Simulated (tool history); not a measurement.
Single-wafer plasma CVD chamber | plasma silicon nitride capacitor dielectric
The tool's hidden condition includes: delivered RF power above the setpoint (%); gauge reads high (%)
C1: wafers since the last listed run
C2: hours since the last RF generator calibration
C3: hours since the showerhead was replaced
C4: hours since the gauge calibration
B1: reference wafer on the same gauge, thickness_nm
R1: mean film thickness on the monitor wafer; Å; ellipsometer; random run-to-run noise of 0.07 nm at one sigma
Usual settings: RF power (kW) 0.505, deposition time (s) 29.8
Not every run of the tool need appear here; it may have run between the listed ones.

Run 1, hour 0.0: usual settings; C1 0; C2 1160.5; C3 7817.4; C4 121.2; B1 39.089. Result: R1 440.74 Å.
Run 2, hour 8.7: usual settings; C1 284; C2 1169.2; C3 7826.1; C4 129.9; B1 39.110. Result: R1 439.61 Å.
Run 3, hour 16.1: usual settings; C1 241; C2 1176.6; C3 7833.5; C4 137.3; B1 39.119. Result: R1 440.69 Å.
Run 4, hour 31.8: usual settings but deposition time (s) 32.3; C1 513; C2 1192.3; C3 7849.2; C4 153.0; B1 39.106. Result: R1 480.00 Å.
Run 5, hour 38.5: usual settings but deposition time (s) 32.3; C1 218; C2 1199.0; C3 7855.9; C4 159.7; B1 39.108. Result: R1 477.29 Å.
Run 6, hour 55.9: usual settings but deposition time (s) 32.3; C1 568; C2 1216.4; C3 7873.3; C4 177.1; B1 39.074. Result: R1 478.15 Å.
Run 7, hour 69.8: usual settings but RF power (kW) 0.545, deposition time (s) 26.4; C1 454; C2 1230.3; C3 7887.2; C4 191.0; B1 39.100. Result: R1 399.24 Å.
Run 8, hour 84.3: usual settings but RF power (kW) 0.545, deposition time (s) 26.4; C1 473; C2 1244.8; C3 7901.7; C4 205.5; B1 39.074. Result: R1 399.02 Å.
Run 9, hour 100.9: usual settings but RF power (kW) 0.545, deposition time (s) 26.4; C1 542; C2 1261.4; C3 7918.3; C4 222.1; B1 39.085. Result: R1 398.83 Å.
Run 10, hour 113.7: usual settings but deposition time (s) 31.6; C1 418; C2 1274.2; C3 7931.1; C4 234.9; B1 39.087. Result: R1 467.95 Å.
Run 11, hour 119.9: usual settings but RF power (kW) 0.445; C1 202; C2 1280.4; C3 7937.3; C4 241.1; B1 39.113. Result: R1 424.48 Å.
Run 12, hour 137.7: usual settings but RF power (kW) 0.445; C1 581; C2 1298.2; C3 7955.1; C4 258.9; B1 39.081. Result: R1 425.84 Å.
Run 13, hour 155.6: usual settings but RF power (kW) 0.445; C1 584; C2 1316.1; C3 7973.0; C4 276.8; B1 39.081. Result: R1 424.32 Å.
At hour 178.3: showerhead replaced.
Run 14, hour 179.8: usual settings but RF power (kW) 0.550, deposition time (s) 32.7; C1 529; C2 1340.3; C3 1.5; C4 301.0; B1 39.106. Result: R1 497.09 Å.
Run 15, hour 192.7: usual settings but RF power (kW) 0.550, deposition time (s) 32.7; C1 421; C2 1353.2; C3 14.4; C4 313.9; B1 39.131. Result: R1 496.90 Å.
Run 16, hour 202.4: usual settings; C1 317; C2 1362.9; C3 24.1; C4 323.6; B1 39.088. Result: R1 441.29 Å.
Run 17, hour 219.6: usual settings but RF power (kW) 0.475, deposition time (s) 27.9; C1 562; C2 1380.1; C3 41.3; C4 340.8; B1 39.092. Result: R1 405.78 Å.
Run 18, hour 236.6: usual settings but RF power (kW) 0.550, deposition time (s) 32.0; C1 555; C2 1397.1; C3 58.3; C4 357.8; B1 39.100. Result: R1 483.59 Å.
Run 19, hour 247.0: usual settings but RF power (kW) 0.470, deposition time (s) 32.1; C1 339; C2 1407.5; C3 68.7; C4 368.2; B1 39.112. Result: R1 464.56 Å.
Run 20, hour 264.6: usual settings but RF power (kW) 0.595, deposition time (s) 27.8; C1 575; C2 1425.1; C3 86.3; C4 385.8; B1 39.098. Result: R1 430.65 Å.
Run 21, hour 281.3: usual settings; C1 545; C2 1441.8; C3 103.0; C4 402.5; B1 39.092. Result: R1 441.07 Å.
Run 22, hour 299.7: usual settings; C1 601; C2 1460.2; C3 121.4; C4 420.9; B1 39.103. Result: R1 440.30 Å.
At hour 306.3: gauge calibrated.
Run 23, hour 310.8: usual settings; C1 362; C2 1471.3; C3 132.5; C4 4.5; B1 39.110. Result: R1 439.98 Å.
Run 24, hour 318.1: usual settings but RF power (kW) 0.595, deposition time (s) 35.0; C1 238; C2 1478.6; C3 139.8; C4 11.8; B1 39.096. Result: R1 542.05 Å.
Run 25, hour 335.8: usual settings but RF power (kW) 0.405, deposition time (s) 26.8; C1 578; C2 1496.3; C3 157.5; C4 29.5; B1 39.120. Result: R1 372.82 Å.
Run 26, hour 346.1: usual settings; C1 336; C2 1506.6; C3 167.8; C4 39.8; B1 39.084. Result: R1 440.94 Å.
Run 27, hour 359.4: usual settings; C1 434; C2 1519.9; C3 181.1; C4 53.1; B1 39.121. Result: R1 440.32 Å.
Run 28, hour 368.6: usual settings but RF power (kW) 0.470, deposition time (s) 32.4; C1 300; C2 1529.1; C3 190.3; C4 62.3; B1 39.110. Result: R1 468.95 Å.
At hour 392.2: RF generator calibrated.
Run 29, hour 392.7: usual settings but RF power (kW) 0.560, deposition time (s) 35.7; C1 526; C2 0.5; C3 214.4; C4 86.4; B1 39.073. Result: R1 556.37 Å.
Run 30, hour 401.1: usual settings but RF power (kW) 0.565, deposition time (s) 24.5; C1 274; C2 8.9; C3 222.8; C4 94.8; B1 39.092. Result: R1 381.48 Å.
Run 31, hour 412.7: usual settings but RF power (kW) 0.540, deposition time (s) 32.2; C1 379; C2 20.5; C3 234.4; C4 106.4; B1 39.090. Result: R1 495.90 Å.
Run 32, hour 461.8: usual settings but RF power (kW) 0.545, deposition time (s) 33.0; C1 1604; C2 69.6; C3 283.5; C4 155.5; B1 39.136. Result: R1 509.19 Å.
Run 33, hour 469.3: usual settings; C1 245; C2 77.1; C3 291.0; C4 163.0; B1 39.100. Result: R1 449.49 Å.
Run 34, hour 481.3: usual settings but RF power (kW) 0.405, deposition time (s) 27.0; C1 392; C2 89.1; C3 303.0; C4 175.0; B1 39.109. Result: R1 381.48 Å.
Run 35, hour 495.2: usual settings but RF power (kW) 0.420; C1 454; C2 103.0; C3 316.9; C4 188.9; B1 39.091. Result: R1 427.56 Å.

Branching from run 35: 3 alternative next runs. What would each branch give?
Run A, hour 495.6: usual settings but RF power (kW) 0.460; C1 13; C2 103.4; C3 317.3; C4 189.3; B1 ?. Result: R1 ?.
Run B, hour 495.6: usual settings but RF power (kW) 0.530, deposition time (s) 35.0; C1 13; C2 103.4; C3 317.3; C4 189.3; B1 ?. Result: R1 ?.
Run C, hour 495.6: usual settings but RF power (kW) 0.445, deposition time (s) 33.2; C1 13; C2 103.4; C3 317.3; C4 189.3; B1 ?. Result: R1 ?.

run      B1      R1
  A  39.099  436.99
  B  39.099  533.61
  C  39.099  482.46
Take away the tool's hidden state, keep each run's random variation, and the runs would have read:
run      R1
  A  439.77
  B  537.01
  C  485.54
